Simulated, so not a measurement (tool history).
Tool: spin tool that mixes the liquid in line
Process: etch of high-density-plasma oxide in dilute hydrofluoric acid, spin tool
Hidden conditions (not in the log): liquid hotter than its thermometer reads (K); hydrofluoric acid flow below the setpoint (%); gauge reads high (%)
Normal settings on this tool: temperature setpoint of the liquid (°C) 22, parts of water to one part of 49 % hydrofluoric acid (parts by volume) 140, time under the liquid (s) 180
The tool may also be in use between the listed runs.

run   hour  temperature setpoint of the liquid (°C)  parts of water to one part of 49 % hydrofluoric acid (parts by volume)  time under the liquid (s)  wafers since the last listed run  hours since the thermometer was replaced  hours since the hydrofluoric acid flow meter was replaced  hours since the gauge calibration  read-back film thickness of the high-density-plasma oxide reference wafer, read on the same gauge (nm)  thickness taken off the high-density-plasma oxide on a monitor wafer (angstrom)
  1      0                                       22                                                                     140                        180                                 0                                    2381.4                                                      767.8                              137.2                                                                                                   59.99                                                                             58.9
  2    9.5                                       22                                                                     140                        180                                43                                    2390.9                                                      777.3                              146.7                                                                                                   60.01                                                                             58.9
  3   21.4                                       22                                                                     105                        250                                54                                    2402.8                                                      789.2                              158.6                                                                                                   60.02                                                                              115
  4   29.3                                       22                                                                     105                        250                                36                                    2410.7                                                      797.1                              166.5                                                                                                   60.01                                                                            113.6
  5     45                                       22                                                                     140                        180                                71                                    2426.4                                                      812.8                              182.2                                                                                                   59.99                                                                             58.3
      89.1  -- gauge calibrated
  6   91.5                                       22                                                                     140                        180                               212                                    2472.9                                                      859.3                                2.4                                                                                                   60.02                                                                             59.3
  7  107.7                                       22                                                                     140                        180                                74                                    2489.1                                                      875.5                               18.6                                                                                                      60                                                                             59.3
  8  118.7                                       22                                                                     140                        100                                50                                    2500.1                                                      886.5                               29.6                                                                                                      60                                                                               33
  9    128                                       22                                                                     140                        100                                42                                    2509.4                                                      895.8                               38.9                                                                                                      60                                                                               33
     137.7  -- hydrofluoric acid flow meter replaced
 10  138.5                                       22                                                                     140                        100                                43                                    2519.9                                                        0.8                               49.4                                                                                                   59.97                                                                               33
 11  147.7                                     19.5                                                                     140                        180                                42                                    2529.1                                                         10                               58.6                                                                                                      60                                                                             53.4
 12  156.6                                       22                                                                     140                        180                                40                                      2538                                                       18.9                               67.5                                                                                                   60.03                                                                             59.7
 13  166.3                                       27                                                                      80                        140                                44                                    2547.7                                                       28.6                               77.2                                                                                                   59.99                                                                            106.7
 14  176.5                                     23.5                                                                      85                        210                                46                                    2557.9                                                       38.8                               87.4                                                                                                   59.98                                                                            128.5
 15  193.5                                       25                                                                     165                        180                                77                                    2574.9                                                       55.8                              104.4                                                                                                   60.01                                                                               55
 16  201.6                                     17.5                                                                     100                        180                                37                                      2583                                                       63.9                              112.5                                                                                                      60                                                                             71.9
     219.2  -- thermometer replaced
 17  219.7                                       22                                                                     140                        180                                78                                       0.5                                                         82                              130.6                                                                                                   60.01                                                                             59.9

Predict the results of run 18:
 18  229.4                                     20.5                                                                     175                        285                                44                                      10.2                                                       91.7                              140.3                                                                                                       ?                                                                                ?

read-back film thickness of the high-density-plasma oxide reference wafer, read on the same gauge (nm): 60.02
thickness taken off the high-density-plasma oxide on a monitor wafer (angstrom): 68.1
With the hidden condition absent and the run-to-run variation left alone, this run would have shown thickness taken off the high-density-plasma oxide on a monitor wafer (angstrom) 68.1.
